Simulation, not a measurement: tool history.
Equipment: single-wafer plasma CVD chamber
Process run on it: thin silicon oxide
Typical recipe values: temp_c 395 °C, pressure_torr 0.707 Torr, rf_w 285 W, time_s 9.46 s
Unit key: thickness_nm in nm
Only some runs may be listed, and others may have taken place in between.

| run | hour | temp_c | pressure_torr | rf_w | time_s | wafers since the last listed run | hours since the last thermocouple change | hours since the last RF generator calibration | hours since the last manometer calibration | hours since the showerhead was replaced | hours since the gauge calibration | read-back reference wafer on the same gauge, thickness_nm | thickness_nm |
|---|---|---|---|---|---|---|---|---|---|---|---|---|---|
| 1 | 0 | 395 | 0.707 | 305 | 9.46 | 0 | 1479.1 | 1004.5 | 2655.6 | 3393.2 | 1476.8 | 12.713 | 12.588 |
| 2 | 42.3 | 395 | 0.707 | 305 | 9.46 | 1535 | 1521.4 | 1046.8 | 2697.9 | 3435.5 | 1519.1 | 12.709 | 12.651 |
|  | 67 | capacitance manometer re-zeroed and calibrated |
| 3 | 233.3 | 395 | 0.707 | 285 | 9.46 | 6643 | 1712.4 | 1237.8 | 166.3 | 3626.5 | 1710.1 | 12.686 | 12.888 |
| 4 | 261.1 | 395 | 0.707 | 285 | 9.46 | 1009 | 1740.2 | 1265.6 | 194.1 | 3654.3 | 1737.9 | 12.716 | 12.904 |
|  | 439.1 | RF generator calibrated |
| 5 | 470.7 | 395 | 0.707 | 285 | 9.46 | 7319 | 1949.8 | 31.6 | 403.7 | 3863.9 | 1947.5 | 12.694 | 13.119 |
| 6 | 502.6 | 395 | 0.707 | 285 | 9.46 | 1158 | 1981.7 | 63.5 | 435.6 | 3895.8 | 1979.4 | 12.686 | 12.952 |
| 7 | 531.6 | 395 | 0.707 | 285 | 9.46 | 1052 | 2010.7 | 92.5 | 464.6 | 3924.8 | 2008.4 | 12.717 | 12.957 |
| 8 | 563.5 | 395 | 0.707 | 285 | 9.46 | 1158 | 2042.6 | 124.4 | 496.5 | 3956.7 | 2040.3 | 12.745 | 12.856 |
| 9 | 602.2 | 395 | 0.707 | 285 | 9.46 | 1405 | 2081.3 | 163.1 | 535.2 | 3995.4 | 2079 | 12.696 | 12.867 |
| 10 | 645.1 | 395 | 0.707 | 285 | 9.46 | 1557 | 2124.2 | 206 | 578.1 | 4038.3 | 2121.9 | 12.733 | 12.886 |
| 11 | 712 | 399 | 0.542 | 230 | 7.93 | 2428 | 2191.1 | 272.9 | 645 | 4105.2 | 2188.8 | 12.684 | 7.443 |
| 12 | 753.7 | 395 | 0.773 | 285 | 8.41 | 1513 | 2232.8 | 314.6 | 686.7 | 4146.9 | 2230.5 | 12.723 | 12.419 |
| 13 | 782.5 | 387 | 0.537 | 285 | 9.46 | 1045 | 2261.6 | 343.4 | 715.5 | 4175.7 | 2259.3 | 12.702 | 9.542 |
| 14 | 850.2 | 395 | 0.707 | 305 | 9.46 | 2457 | 2329.3 | 411.1 | 783.2 | 4243.4 | 2327 | 12.7 | 12.863 |
|  | 879.8 | thermocouple changed; heater temperature recalibrated |
| 15 | 880.3 | 407 | 0.639 | 285 | 9.46 | 802 | 0.5 | 441.2 | 813.3 | 4273.5 | 2357.1 | 12.679 | 11.208 |
| 16 | 920.6 | 395 | 0.707 | 285 | 9.46 | 1463 | 40.8 | 481.5 | 853.6 | 4313.8 | 2397.4 | 12.692 | 12.582 |
|  | 947.8 | showerhead replaced |
| 17 | 985.9 | 395 | 0.707 | 270 | 9.46 | 2080 | 106.1 | 546.8 | 918.9 | 38.1 | 2462.7 | 12.651 | 12.274 |
|  | 1022 | gauge calibrated |
| 18 | 1029.8 | 395 | 0.707 | 285 | 9.46 | 1593 | 150 | 590.7 | 962.8 | 82 | 7.8 | 12.692 | 12.565 |
| 19 | 1094.1 | 400 | 0.532 | 315 | 9.46 | 2334 | 214.3 | 655 | 1027.1 | 146.3 | 72.1 | 12.722 | 9.591 |
| 20 | 1153.8 | 395 | 0.596 | 285 | 8.66 | 2167 | 274 | 714.7 | 1086.8 | 206 | 131.8 | 12.728 | 9.638 |
| 21 | 1188.9 | 407 | 0.707 | 285 | 11.22 | 1274 | 309.1 | 749.8 | 1121.9 | 241.1 | 166.9 | 12.701 | 14.555 |
| 22 | 1216.7 | 395 | 0.707 | 285 | 9.46 | 1009 | 336.9 | 777.6 | 1149.7 | 268.9 | 194.7 | 12.706 | 12.514 |
| 23 | 1271.9 | 395 | 0.812 | 285 | 8.18 | 2004 | 392.1 | 832.8 | 1204.9 | 324.1 | 249.9 | 12.676 | 12.243 |
| 24 | 1341.6 | 409 | 0.707 | 300 | 8.5 | 2530 | 461.8 | 902.5 | 1274.6 | 393.8 | 319.6 | 12.714 | 11.223 |
| 25 | 1404.4 | 386 | 0.707 | 285 | 10.61 | 2279 | 524.6 | 965.3 | 1337.4 | 456.6 | 382.4 | 12.664 | 13.845 |
| 26 | 1474.6 | 401 | 0.707 | 235 | 7.97 | 2548 | 594.8 | 1035.5 | 1407.6 | 526.8 | 452.6 | 12.698 | 9.65 |
| 27 | 1513.5 | 381 | 0.847 | 240 | 10.72 | 1412 | 633.7 | 1074.4 | 1446.5 | 565.7 | 491.5 | 12.651 | 15.803 |
| 28 | 1582.8 | 395 | 0.707 | 285 | 9.46 | 2515 | 703 | 1143.7 | 1515.8 | 635 | 560.8 | 12.696 | 12.247 |

Branching from run 28: 4 alternative next runs. What would each branch give?
| A | 1583.2 | 395 | 0.707 | 285 | 9.46 | 14 | 703.4 | 1144.1 | 1516.2 | 635.4 | 561.2 | ? | ? |
| B | 1583.2 | 395 | 0.645 | 305 | 8.58 | 14 | 703.4 | 1144.1 | 1516.2 | 635.4 | 561.2 | ? | ? |
| C | 1583.2 | 395 | 0.707 | 310 | 9.46 | 14 | 703.4 | 1144.1 | 1516.2 | 635.4 | 561.2 | ? | ? |
| D | 1583.2 | 395 | 0.539 | 285 | 7.89 | 14 | 703.4 | 1144.1 | 1516.2 | 635.4 | 561.2 | ? | ? |

| run | read-back reference wafer on the same gauge, thickness_nm | thickness_nm |
|---|---|---|
| A | 12.684 | 12.206 |
| B | 12.684 | 10.311 |
| C | 12.684 | 12.58 |
| D | 12.684 | 7.642 |
Had the tool no hidden state, the same runs would have come out as:
| run | thickness_nm |
|---|---|
| A | 13.583 |
| B | 11.484 |
| C | 13.983 |
| D | 8.542 |
